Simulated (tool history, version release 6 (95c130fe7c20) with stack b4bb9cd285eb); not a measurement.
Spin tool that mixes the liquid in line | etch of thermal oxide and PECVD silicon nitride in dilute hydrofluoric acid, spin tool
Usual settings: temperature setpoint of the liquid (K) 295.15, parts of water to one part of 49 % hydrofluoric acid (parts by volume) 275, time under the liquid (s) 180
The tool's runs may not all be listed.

run	hour	temperature setpoint of the liquid (K)	parts of water to one part of 49 % hydrofluoric acid (parts by volume)	time under the liquid (s)	wafers since the last listed run	hours since the thermometer was replaced	hours since the hydrofluoric acid flow meter was replaced	hours since the gauge calibration	read-back film thickness of the thermal oxide reference wafer, read on the same gauge (nm)	read-back film thickness of the PECVD silicon nitride reference wafer, read on the same gauge (nm)	thickness taken off the thermal oxide on a monitor wafer (Å)	thickness taken off the PECVD silicon nitride on a monitor wafer (Å)
1	0.0	295.15	275	180	0	693.4	240.7	1299.7	50.021	120.020	24.05	10.57
2	43.3	295.15	275	180	186	736.7	284.0	1343.0	50.013	120.000	24.64	10.92
3	105.3	295.15	275	180	267	798.7	346.0	1405.0	49.991	120.003	24.04	10.08
4	131.9	295.15	275	180	114	825.3	372.6	1431.6	49.960	119.999	24.53	11.05
5	187.2	295.15	275	180	238	880.6	427.9	1486.9	49.963	120.012	23.86	10.30
6	217.3	295.15	275	180	129	910.7	458.0	1517.0	49.992	120.003	23.69	10.96
# hour 373.7: gauge calibrated
7	406.7	293.65	275	240	816	1100.1	647.4	33.0	50.002	120.008	29.24	12.16
8	461.1	293.65	275	240	234	1154.5	701.8	87.4	50.053	120.001	30.13	12.96
9	527.6	295.15	315	180	286	1221.0	768.3	153.9	49.990	119.987	20.17	8.87
10	592.7	295.15	315	180	280	1286.1	833.4	219.0	50.019	120.005	19.97	8.90
# hour 600.1: thermometer replaced
11	647.6	290.65	275	180	232	47.5	888.3	273.9	49.976	120.000	21.51	8.84
12	695.7	295.15	190	95	207	95.6	936.4	322.0	49.979	119.998	20.70	8.66
13	765.2	295.15	275	180	299	165.1	1005.9	391.5	49.975	119.991	24.43	11.25
14	832.6	295.15	275	180	290	232.5	1073.3	458.9	50.015	119.990	25.02	11.40
# hour 881.1: hydrofluoric acid flow meter replaced
15	885.5	290.65	225	115	223	285.4	4.4	511.8	50.048	119.993	17.56	6.31
16	929.8	292.65	160	180	190	329.7	48.7	556.1	50.026	119.997	44.19	15.03
17	968.4	298.15	160	270	166	368.3	87.3	594.7	49.998	119.987	78.46	36.23
18	1026.1	293.65	275	240	248	426.0	145.0	652.4	49.999	119.993	31.36	13.04
19	1087.0	292.15	310	235	262	486.9	205.9	713.3	49.978	119.992	25.64	10.68

Forecast run 20:
20	1237.8	290.15	275	70	649	637.7	356.7	864.1	?	?	?	?

{"run 20": {"read-back film thickness of the thermal oxide reference wafer, read on the same gauge (nm)": 49.974, "read-back film thickness of the PECVD silicon nitride reference wafer, read on the same gauge (nm)": 119.997, "thickness taken off the thermal oxide on a monitor wafer (Å)": 7.87, "thickness taken off the PECVD silicon nitride on a monitor wafer (Å)": 2.92}}
Without the tool's hidden state the same run would have given thickness taken off the thermal oxide on a monitor wafer (Å) 8.19, thickness taken off the PECVD silicon nitride on a monitor wafer (Å) 3.13.
